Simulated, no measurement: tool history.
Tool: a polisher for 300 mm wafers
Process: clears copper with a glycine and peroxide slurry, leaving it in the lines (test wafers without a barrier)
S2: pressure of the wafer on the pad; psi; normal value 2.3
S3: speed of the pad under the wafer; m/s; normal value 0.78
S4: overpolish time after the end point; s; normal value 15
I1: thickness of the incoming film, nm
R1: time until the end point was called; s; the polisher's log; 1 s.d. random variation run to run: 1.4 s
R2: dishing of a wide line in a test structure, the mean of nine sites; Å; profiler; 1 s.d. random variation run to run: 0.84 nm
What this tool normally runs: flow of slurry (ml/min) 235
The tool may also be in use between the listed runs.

{"run": 1, "day": 0.0, "flow of slurry (ml/min)": 235, "S2": 2.3, "S3": 0.78, "S4": 15, "I1": 455.9, "R1": 144.4, "R2": 353}
{"run": 2, "day": 1.504, "flow of slurry (ml/min)": 235, "S2": 2.3, "S3": 0.78, "S4": 15, "I1": 465.1, "R1": 147.7, "R2": 364}
{"run": 3, "day": 3.033, "flow of slurry (ml/min)": 235, "S2": 2.3, "S3": 0.78, "S4": 15, "I1": 457.9, "R1": 145.3, "R2": 358}
{"run": 4, "day": 4.542, "flow of slurry (ml/min)": 235, "S2": 2.3, "S3": 0.78, "S4": 15, "I1": 459, "R1": 148.1, "R2": 347}
{"run": 5, "day": 8.742, "flow of slurry (ml/min)": 235, "S2": 2.3, "S3": 0.78, "S4": 15, "I1": 460.8, "R1": 145.8, "R2": 353}
{"run": 6, "day": 12.679, "flow of slurry (ml/min)": 235, "S2": 1.7, "S3": 0.78, "S4": 15, "I1": 464.9, "R1": 185.1, "R2": 292}
{"day": 13.071, "done": "head pressure recalibrated"}
{"run": 7, "day": 14.608, "flow of slurry (ml/min)": 235, "S2": 1.7, "S3": 0.78, "S4": 15, "I1": 464.1, "R1": 185.6, "R2": 296}
{"run": 8, "day": 18.525, "flow of slurry (ml/min)": 235, "S2": 1.7, "S3": 0.78, "S4": 15, "I1": 454.4, "R1": 182.2, "R2": 288}
{"run": 9, "day": 21.583, "flow of slurry (ml/min)": 235, "S2": 2.3, "S3": 0.68, "S4": 15, "I1": 460.1, "R1": 163.7, "R2": 326}
{"day": 23.312, "done": "slurry nozzle cleaned"}
{"day": 23.767, "done": "worn pad replaced by a new one"}
{"run": 10, "day": 25.292, "flow of slurry (ml/min)": 235, "S2": 2.3, "S3": 0.68, "S4": 15, "I1": 468.6, "R1": 164.7, "R2": 340}
{"run": 11, "day": 27.146, "flow of slurry (ml/min)": 235, "S2": 2.3, "S3": 0.78, "S4": 15, "I1": 452.3, "R1": 142.3, "R2": 348}
{"run": 12, "day": 30.371, "flow of slurry (ml/min)": 270, "S2": 2.3, "S3": 0.78, "S4": 15, "I1": 457.7, "R1": 144, "R2": 374}
{"run": 13, "day": 32.95, "flow of slurry (ml/min)": 205, "S2": 2.3, "S3": 0.66, "S4": 18, "I1": 467.6, "R1": 171.1, "R2": 372}
{"run": 14, "day": 35.812, "flow of slurry (ml/min)": 290, "S2": 2.7, "S3": 1.06, "S4": 12, "I1": 460.1, "R1": 101, "R2": 427}
{"run": 15, "day": 38.142, "flow of slurry (ml/min)": 235, "S2": 2.3, "S3": 0.78, "S4": 15, "I1": 455.7, "R1": 146.3, "R2": 352}
{"run": 16, "day": 40.025, "flow of slurry (ml/min)": 185, "S2": 2.3, "S3": 1.04, "S4": 15, "I1": 461.5, "R1": 121.6, "R2": 417}
{"run": 17, "day": 42.979, "flow of slurry (ml/min)": 235, "S2": 2.3, "S3": 0.78, "S4": 15, "I1": 456.2, "R1": 146.8, "R2": 356}
{"run": 18, "day": 46.654, "flow of slurry (ml/min)": 235, "S2": 2.3, "S3": 0.78, "S4": 15, "I1": 457.5, "R1": 145.9, "R2": 361}
{"day": 48.679, "done": "head pressure recalibrated"}
{"run": 19, "day": 49.504, "flow of slurry (ml/min)": 235, "S2": 2.7, "S3": 0.9, "S4": 15, "I1": 458.1, "R1": 117.7, "R2": 433}
{"run": 20, "day": 53.817, "flow of slurry (ml/min)": 185, "S2": 2.3, "S3": 0.6, "S4": 7, "I1": 464.9, "R1": 185.6, "R2": 146}
{"run": 21, "day": 56.217, "flow of slurry (ml/min)": 235, "S2": 2.3, "S3": 0.78, "S4": 15, "I1": 458.9, "R1": 144.6, "R2": 367}
{"run": 22, "day": 58.596, "flow of slurry (ml/min)": 235, "S2": 2.3, "S3": 0.64, "S4": 15, "I1": 464.6, "R1": 174.4, "R2": 309}
{"run": 23, "day": 61.775, "flow of slurry (ml/min)": 235, "S2": 2.3, "S3": 0.54, "S4": 15, "I1": 466.1, "R1": 191, "R2": 285}
{"day": 65.029, "done": "worn pad replaced by a new one"}
{"day": 65.146, "done": "slurry nozzle cleaned"}
{"run": 24, "day": 66.262, "flow of slurry (ml/min)": 235, "S2": 2.6, "S3": 0.78, "S4": 19, "I1": 465.7, "R1": 134.4, "R2": 458}
{"run": 25, "day": 70.321, "flow of slurry (ml/min)": 235, "S2": 1.8, "S3": 0.6, "S4": 22, "I1": 451.4, "R1": 208.3, "R2": 358}
{"run": 26, "day": 72.404, "flow of slurry (ml/min)": 235, "S2": 1.9, "S3": 0.78, "S4": 15, "I1": 465.5, "R1": 175.6, "R2": 320}
{"run": 27, "day": 76.175, "flow of slurry (ml/min)": 310, "S2": 2.3, "S3": 0.78, "S4": 15, "I1": 455.1, "R1": 142.8, "R2": 359}
{"run": 28, "day": 78.058, "flow of slurry (ml/min)": 235, "S2": 3, "S3": 0.58, "S4": 15, "I1": 454.5, "R1": 149.8, "R2": 357}
{"run": 29, "day": 80.708, "flow of slurry (ml/min)": 310, "S2": 2.3, "S3": 0.9, "S4": 15, "I1": 455.9, "R1": 127.7, "R2": 401}
{"run": 30, "day": 84.296, "flow of slurry (ml/min)": 235, "S2": 2.3, "S3": 0.78, "S4": 15, "I1": 461.5, "R1": 149.8, "R2": 358}
{"day": 88.496, "done": "head pressure recalibrated"}
{"run": 31, "day": 96.617, "flow of slurry (ml/min)": 180, "S2": 1.5, "S3": 0.92, "S4": 23, "I1": 462.6, "R1": 183, "R2": 436}
{"day": 101.654, "done": "worn pad replaced by a new one"}
{"day": 103.662, "done": "slurry nozzle cleaned"}
{"run": 32, "day": 106.012, "flow of slurry (ml/min)": 235, "S2": 2.3, "S3": 1.04, "S4": 7, "I1": 456.6, "R1": 116.5, "R2": 218}
{"run": 33, "day": 114.212, "flow of slurry (ml/min)": 235, "S2": 2.3, "S3": 0.78, "S4": 15, "I1": 466.6, "R1": 149.7, "R2": 352}
{"run": 34, "day": 118.396, "flow of slurry (ml/min)": 235, "S2": 2.3, "S3": 0.78, "S4": 15, "I1": 455.5, "R1": 144.7, "R2": 366}
{"run": 35, "day": 120.258, "flow of slurry (ml/min)": 300, "S2": 2.7, "S3": 1.04, "S4": 20, "I1": 456.4, "R1": 102.5, "R2": 572}

Consider 3 possible next runs. They are alternatives, not a sequence: every one starts from the tool as it was left by run 35. What does each give?
{"run": "A", "day": 120.279, "flow of slurry (ml/min)": 235, "S2": 3.1, "S3": 0.78, "S4": 15, "I1": 453.3, "R1": "?", "R2": "?"}
{"run": "B", "day": 120.279, "flow of slurry (ml/min)": 275, "S2": 1.7, "S3": 0.9, "S4": 12, "I1": 453.3, "R1": "?", "R2": "?"}
{"run": "C", "day": 120.279, "flow of slurry (ml/min)": 300, "S2": 2.3, "S3": 0.78, "S4": 12, "I1": 453.3, "R1": "?", "R2": "?"}

run=A R1=115.2 R2=437
run=B R1=161.7 R2=265
run=C R1=143 R2=298
Without the tool's hidden state the same runs would have given:
run=A R1=115.2 R2=437
run=B R1=161.7 R2=265
run=C R1=143 R2=298

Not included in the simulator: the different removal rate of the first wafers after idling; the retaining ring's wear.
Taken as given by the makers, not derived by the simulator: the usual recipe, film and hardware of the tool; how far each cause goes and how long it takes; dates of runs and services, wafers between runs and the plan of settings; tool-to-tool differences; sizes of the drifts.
